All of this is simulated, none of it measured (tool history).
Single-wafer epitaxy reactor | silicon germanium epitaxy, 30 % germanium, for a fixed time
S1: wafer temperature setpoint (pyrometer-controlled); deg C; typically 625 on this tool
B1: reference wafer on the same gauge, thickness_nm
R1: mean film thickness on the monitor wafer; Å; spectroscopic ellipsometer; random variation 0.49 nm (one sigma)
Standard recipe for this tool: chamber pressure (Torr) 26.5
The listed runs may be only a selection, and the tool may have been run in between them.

{"run": 1, "hour": 0.0, "S1": 619, "chamber pressure (Torr)": 28.4, "B1": 121.169, "R1": 956.17}
{"run": 2, "hour": 14.1, "S1": 625, "chamber pressure (Torr)": 26.5, "B1": 120.801, "R1": 1022.53}
{"run": 3, "hour": 31.2, "S1": 625, "chamber pressure (Torr)": 26.5, "B1": 121, "R1": 1022.88}
{"run": 4, "hour": 52.5, "S1": 625, "chamber pressure (Torr)": 26.5, "B1": 120.92, "R1": 1022.45}
{"run": 5, "hour": 65.1, "S1": 625, "chamber pressure (Torr)": 26.5, "B1": 120.989, "R1": 1014.82}
{"run": 6, "hour": 79.5, "S1": 625, "chamber pressure (Torr)": 26.5, "B1": 120.769, "R1": 1018.41}
{"run": 7, "hour": 88.3, "S1": 629, "chamber pressure (Torr)": 26.5, "B1": 121.005, "R1": 1065.78}
{"run": 8, "hour": 94.3, "S1": 629, "chamber pressure (Torr)": 26.5, "B1": 120.902, "R1": 1080.09}
{"run": 9, "hour": 104.0, "S1": 625, "chamber pressure (Torr)": 24.1, "B1": 120.779, "R1": 984.69}
{"hour": 114.8, "done": "capacitance manometer re-zeroed and calibrated"}
{"hour": 123.0, "done": "pyrometer calibrated"}
{"run": 10, "hour": 123.5, "S1": 625, "chamber pressure (Torr)": 24.1, "B1": 120.888, "R1": 1068.5}
{"run": 11, "hour": 129.9, "S1": 625, "chamber pressure (Torr)": 24.1, "B1": 121.083, "R1": 1064.11}
{"run": 12, "hour": 136.0, "S1": 625, "chamber pressure (Torr)": 26.5, "B1": 120.917, "R1": 1097.93}
{"run": 13, "hour": 150.5, "S1": 625, "chamber pressure (Torr)": 26.5, "B1": 121.032, "R1": 1104.8}
{"run": 14, "hour": 201.1, "S1": 625, "chamber pressure (Torr)": 26.5, "B1": 121.29, "R1": 1100.17}
{"hour": 207.4, "done": "gauge calibrated"}
{"hour": 215.3, "done": "showerhead replaced"}
{"run": 15, "hour": 215.8, "S1": 636, "chamber pressure (Torr)": 22.2, "B1": 121.106, "R1": 1225.75}
{"run": 16, "hour": 229.5, "S1": 637, "chamber pressure (Torr)": 31.1, "B1": 120.87, "R1": 1371.76}
{"run": 17, "hour": 240.0, "S1": 625, "chamber pressure (Torr)": 26.5, "B1": 121.189, "R1": 1098.31}
{"run": 18, "hour": 251.0, "S1": 625, "chamber pressure (Torr)": 26.5, "B1": 120.751, "R1": 1100.78}
{"run": 19, "hour": 258.3, "S1": 625, "chamber pressure (Torr)": 26.5, "B1": 120.924, "R1": 1093.93}
{"run": 20, "hour": 272.6, "S1": 614, "chamber pressure (Torr)": 32.9, "B1": 121.151, "R1": 990.51}
{"run": 21, "hour": 287.8, "S1": 629, "chamber pressure (Torr)": 22.8, "B1": 120.972, "R1": 1125.28}
{"run": 22, "hour": 296.2, "S1": 625, "chamber pressure (Torr)": 31.3, "B1": 121.096, "R1": 1149.71}
{"run": 23, "hour": 302.3, "S1": 617, "chamber pressure (Torr)": 26.5, "B1": 121.111, "R1": 971.89}
{"run": 24, "hour": 310.9, "S1": 637, "chamber pressure (Torr)": 29.9, "B1": 121.206, "R1": 1372.85}
{"run": 25, "hour": 324.5, "S1": 617, "chamber pressure (Torr)": 30.6, "B1": 120.995, "R1": 1017.37}
{"run": 26, "hour": 340.1, "S1": 630, "chamber pressure (Torr)": 30.6, "B1": 121.072, "R1": 1238.47}

Below, some changes in R1 between adjacent runs. For each, the amount present without the hidden state too (settings, incoming material, random variation) and the amount remaining for the hidden state with gauge scatter not shared by both compared results:
What the log doesn't record here: wafer temperature above the value expected at the setpoint (K); true pressure above the setpoint (%); gauge reads high (%).
Run 8 -> 9: S1 629 -> 625, chamber pressure (Torr) 26.5 -> 24.1. R1 -95.4 Å: hidden state +4.95, all else -100.35.
Run 9 -> 10: capacitance manometer re-zeroed and calibrated, pyrometer calibrated. R1 +83.81 Å: hidden state +85.96, all else -2.15.
Run 23 -> 24: S1 617 -> 637, chamber pressure (Torr) 26.5 -> 29.9. R1 +400.96 Å: hidden state +4.25, all else +396.71.
Run 24 -> 25: S1 637 -> 617, chamber pressure (Torr) 29.9 -> 30.6. R1 -355.48 Å: hidden state -4.08, all else -351.4.

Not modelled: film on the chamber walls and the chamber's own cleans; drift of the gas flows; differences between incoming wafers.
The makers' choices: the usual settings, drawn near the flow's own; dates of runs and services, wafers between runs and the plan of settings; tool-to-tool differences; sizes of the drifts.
